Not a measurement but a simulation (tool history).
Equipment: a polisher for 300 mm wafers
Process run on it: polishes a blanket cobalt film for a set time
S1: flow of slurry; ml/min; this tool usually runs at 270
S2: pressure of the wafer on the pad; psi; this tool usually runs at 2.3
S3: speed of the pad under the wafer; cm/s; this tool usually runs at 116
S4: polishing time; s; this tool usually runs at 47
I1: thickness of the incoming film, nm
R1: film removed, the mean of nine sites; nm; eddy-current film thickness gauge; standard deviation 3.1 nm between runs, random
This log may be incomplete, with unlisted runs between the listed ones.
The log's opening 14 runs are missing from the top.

Run 15, day 9.946: usual settings but S3 124 cm/s; I1 938.4. Result: R1 353.7 nm.
Run 16, day 10.429: usual settings but S1 295 ml/min; I1 912.7. Result: R1 338.9 nm.
Run 17, day 10.717: usual settings but S1 295 ml/min; I1 925.8. Result: R1 337 nm.
Run 18, day 10.992: usual settings; I1 935. Result: R1 328.7 nm.
Run 19, day 11.404: usual settings but S1 320 ml/min; I1 910. Result: R1 337.2 nm.
Run 20, day 11.725: usual settings but S4 55 s; I1 929.1. Result: R1 385.3 nm.
Run 21, day 12.008: usual settings but S1 345 ml/min, S2 1.6 psi, S4 60 s; I1 916.6. Result: R1 300.8 nm.
At day 12.275: slurry nozzle cleaned.
Run 22, day 12.354: usual settings but S3 142 cm/s; I1 916.3. Result: R1 369.3 nm.
At day 12.538: worn pad replaced by a new one.
Run 23, day 12.983: usual settings; I1 934.3. Result: R1 318.3 nm.
Run 24, day 13.971: usual settings; I1 929.4. Result: R1 310.4 nm.
Run 25, day 14.321: usual settings but S2 2 psi; I1 946.5. Result: R1 271.3 nm.
Run 26, day 14.638: usual settings but S4 36 s; I1 930.7. Result: R1 244.2 nm.
Run 27, day 15.304: usual settings but S2 2.9 psi; I1 928.6. Result: R1 391.1 nm.
Run 28, day 15.917: usual settings but S1 335 ml/min, S4 33 s; I1 935.6. Result: R1 227.3 nm.
Run 29, day 16.217: usual settings but S2 1.8 psi, S3 88 cm/s; I1 940.3. Result: R1 195.8 nm.
At day 16.592: worn pad replaced by a new one.
At day 16.6: slurry nozzle cleaned, repeated, since the last time left the tool worse.
Run 30, day 16.612: usual settings but S2 1.7 psi; I1 935. Result: R1 257.7 nm.
Run 31, day 17.146: usual settings; I1 947.8. Result: R1 342.9 nm.
Run 32, day 17.804: usual settings; I1 939.8. Result: R1 350.9 nm.
Run 33, day 18.129: usual settings; I1 931.2. Result: R1 344.5 nm.
Run 34, day 18.762: usual settings but S1 215 ml/min; I1 925.4. Result: R1 331 nm.
Run 35, day 19.321: usual settings but S3 102 cm/s; I1 941.8. Result: R1 308.8 nm.
Run 36, day 20.029: usual settings but S1 195 ml/min, S4 42 s; I1 944.3. Result: R1 295.7 nm.

What if the next run were any one of these 4? Each begins from the tool's condition after run 36:
Run A, day 20.046: usual settings; I1 917.1. Result: R1 ?.
Run B, day 20.046: usual settings but S1 330 ml/min, S2 3.1 psi; I1 917.1. Result: R1 ?.
Run C, day 20.046: usual settings but S1 225 ml/min; I1 917.1. Result: R1 ?.
Run D, day 20.046: usual settings but S1 360 ml/min, S2 3 psi, S3 130 cm/s, S4 37 s; I1 917.1. Result: R1 ?.

run     R1
  A  344.6
  B  473.2
  C  337.7
  D  399.4
Take away the tool's hidden state, keep each run's random variation, and the runs would have read:
run     R1
  A  346.1
  B  474.9
  C  339.4
  D  400.6
